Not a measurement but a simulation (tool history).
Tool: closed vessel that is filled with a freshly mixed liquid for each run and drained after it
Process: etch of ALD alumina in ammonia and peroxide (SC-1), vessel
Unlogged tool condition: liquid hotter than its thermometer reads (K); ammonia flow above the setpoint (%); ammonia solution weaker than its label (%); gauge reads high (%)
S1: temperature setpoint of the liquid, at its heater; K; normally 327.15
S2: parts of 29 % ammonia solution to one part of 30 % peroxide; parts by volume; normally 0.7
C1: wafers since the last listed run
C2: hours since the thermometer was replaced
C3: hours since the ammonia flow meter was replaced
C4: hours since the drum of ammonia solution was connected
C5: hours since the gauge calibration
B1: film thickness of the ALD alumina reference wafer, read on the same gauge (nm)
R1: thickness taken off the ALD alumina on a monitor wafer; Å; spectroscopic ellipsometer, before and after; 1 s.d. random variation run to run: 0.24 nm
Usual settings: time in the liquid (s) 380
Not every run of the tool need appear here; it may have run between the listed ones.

Run 1, day 0: usual settings; C1 0; C2 1900.6; C3 902.1; C4 214.6; C5 73.9; B1 59.99. Result: R1 263.9 Å.
Run 2, day 0.704: usual settings; C1 1049; C2 1917.5; C3 919; C4 231.5; C5 90.8; B1 60. Result: R1 267 Å.
Run 3, day 1.858: usual settings; C1 1719; C2 1945.2; C3 946.7; C4 259.2; C5 118.5; B1 59.99. Result: R1 263.5 Å.
Run 4, day 2.471: usual settings but S2 0.9 parts by volume, time in the liquid (s) 320; C1 912; C2 1959.9; C3 961.4; C4 273.9; C5 133.2; B1 60.01. Result: R1 231.7 Å.
Run 5, day 3.483: usual settings but S2 0.9 parts by volume, time in the liquid (s) 320; C1 1508; C2 1984.2; C3 985.7; C4 298.2; C5 157.5; B1 60. Result: R1 230.8 Å.
Run 6, day 4.067: usual settings but S2 0.9 parts by volume, time in the liquid (s) 320; C1 869; C2 1998.2; C3 999.7; C4 312.2; C5 171.5; B1 60. Result: R1 228.1 Å.
Run 7, day 5.192: usual settings; C1 1676; C2 2025.2; C3 1026.7; C4 339.2; C5 198.5; B1 60.01. Result: R1 267.1 Å.
Run 8, day 5.988: usual settings; C1 1185; C2 2044.3; C3 1045.8; C4 358.3; C5 217.6; B1 60. Result: R1 267.2 Å.
Run 9, day 7.45: usual settings; C1 2179; C2 2079.4; C3 1080.9; C4 393.4; C5 252.7; B1 60.01. Result: R1 265.3 Å.
Run 10, day 8.658: usual settings; C1 1800; C2 2108.4; C3 1109.9; C4 422.4; C5 281.7; B1 60. Result: R1 269.4 Å.
Run 11, day 10.062: usual settings; C1 2092; C2 2142.1; C3 1143.6; C4 456.1; C5 315.4; B1 59.99. Result: R1 268.6 Å.
Run 12, day 11.379: usual settings; C1 1961; C2 2173.7; C3 1175.2; C4 487.7; C5 347; B1 59.99. Result: R1 271.2 Å.
Run 13, day 12.608: usual settings; C1 1831; C2 2203.2; C3 1204.7; C4 517.2; C5 376.5; B1 60. Result: R1 271.1 Å.
Run 14, day 13.475: usual settings but S2 1 parts by volume; C1 1291; C2 2224; C3 1225.5; C4 538; C5 397.3; B1 60.01. Result: R1 274.3 Å.
At day 13.558: thermometer replaced.
Run 15, day 14.121: usual settings but S1 336.65 K, S2 0.8 parts by volume; C1 900; C2 13.5; C3 1241; C4 553.5; C5 412.8; B1 60. Result: R1 439.6 Å.
At day 15.171: new drum of ammonia solution connected.
Run 16, day 15.496: usual settings but S1 331.15 K, S2 0.85 parts by volume; C1 1986; C2 46.5; C3 1274; C4 7.8; C5 445.8; B1 59.98. Result: R1 336.5 Å.
At day 15.733: ammonia flow meter replaced.
At day 15.946: gauge calibrated.
Run 17, day 16.867: usual settings but S1 335.65 K; C1 1980; C2 79.4; C3 27.2; C4 40.7; C5 22.1; B1 60.01. Result: R1 416.2 Å.
Run 18, day 17.379: usual settings; C1 763; C2 91.7; C3 39.5; C4 53; C5 34.4; B1 60.01. Result: R1 266 Å.
Run 19, day 17.962: usual settings but time in the liquid (s) 225; C1 869; C2 105.7; C3 53.5; C4 67; C5 48.4; B1 60.01. Result: R1 160.9 Å.
Run 20, day 19.383: usual settings; C1 2117; C2 139.8; C3 87.6; C4 101.1; C5 82.5; B1 59.99. Result: R1 263.9 Å.
Run 21, day 20.296: usual settings but S1 322.15 K, S2 0.4 parts by volume; C1 1359; C2 161.7; C3 109.5; C4 123; C5 104.4; B1 60.01. Result: R1 194.8 Å.
Run 22, day 21.308: usual settings but S1 321.15 K, S2 0.45 parts by volume, time in the liquid (s) 240; C1 1508; C2 186; C3 133.8; C4 147.3; C5 128.7; B1 59.99. Result: R1 117 Å.

The tool's hidden state at each run:
liquid hotter than its thermometer reads (K): 0, the same for each run
ammonia flow above the setpoint (%): 0, the same for each run
ammonia solution weaker than its label (%): 0, the same for each run
gauge reads high (%): 0, the same for each run
